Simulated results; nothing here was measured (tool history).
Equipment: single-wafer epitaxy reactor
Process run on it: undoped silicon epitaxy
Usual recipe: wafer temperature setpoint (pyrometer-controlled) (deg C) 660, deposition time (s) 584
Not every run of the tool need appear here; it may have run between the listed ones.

run	day	wafer temperature setpoint (pyrometer-controlled) (deg C)	deposition time (s)	read-back reference wafer on the same gauge, thickness_nm	mean film thickness on the monitor wafer (Å)
1	0	660	584	126.055	1270.98
2	1.083	660	584	125.907	1273.3
3	2.288	660	584	126.104	1268.57
4	5.592	660	584	125.895	1275.13
5	6.833	660	584	126.095	1273.01
6	7.667	667	668	125.994	1724.05
7	8.358	667	668	126.047	1727.76
8	9.775	670	614	126.025	1696.54
9	13.729	670	614	126.086	1703.39
10	15.188	670	614	125.983	1705.68
11	16.175	660	584	126.062	1280.27
12	16.758	660	584	125.984	1282.79
13	17.358	660	632	126.142	1372.27
14	18.521	660	632	126.043	1392.33
15	19.646	660	632	126.083	1383.61
16	20.517	668	584	126.049	1546.57
17	21.371	666	584	125.989	1488.92
18	22.342	660	584	126.153	1281.03
19	23.488	660	584	125.944	1279.76
20	27.333	660	584	125.877	1283.44
21	28.042	660	643	125.92	1417.83
22	29.304	660	643	126.009	1411.91
23	29.871	647	631	126.034	1001.42
24	34.254	660	584	125.963	1286
25	35.538	660	584	126.003	1292.42
26	36.9	667	492	125.967	1287.91
27	39.592	660	584	125.859	1290.16
28	41.062	656	543	125.949	1085.11
29	42.888	673	679	126.088	2041.78
30	43.5	646	667	125.996	1043.85
31	44.254	670	518	125.871	1453.55
# day 44.767: gauge calibrated
# day 45.171: pyrometer calibrated
32	45.571	660	584	125.944	1246.65
33	46.246	660	528	126.008	1128.65
34	49.458	660	584	126.139	1243.39
35	49.979	649	697	126.072	1132.89
36	50.608	667	492	125.927	1250.65
37	51.475	670	584	126.009	1587.78
38	52.833	660	700	126.039	1495.29
39	53.783	655	470	126.03	883.48
40	55.042	660	584	125.869	1243.71
41	56.033	656	543	126.172	1057.16
42	57.25	660	584	125.922	1253.49
43	57.996	667	668	125.894	1693.23
44	58.646	670	662	126.039	1803.58
45	59.362	673	545	125.826	1594.81
46	60.662	673	584	126.141	1709.91

4 options for the next run, each taken on its own from the tool as it stands now. Forecast them:
A	60.688	660	584	?	?
B	60.688	647	520	?	?
C	60.688	666	522	?	?
D	60.688	671	554	?	?

run	read-back reference wafer on the same gauge, thickness_nm	mean film thickness on the monitor wafer (Å)
A	125.99	1257.38
B	125.99	812.39
C	125.99	1298.77
D	125.99	1552.45
With no hidden state in the tool, these same runs would have given:
run	mean film thickness on the monitor wafer (Å)
A	1242.54
B	802.49
C	1283.66
D	1534.61
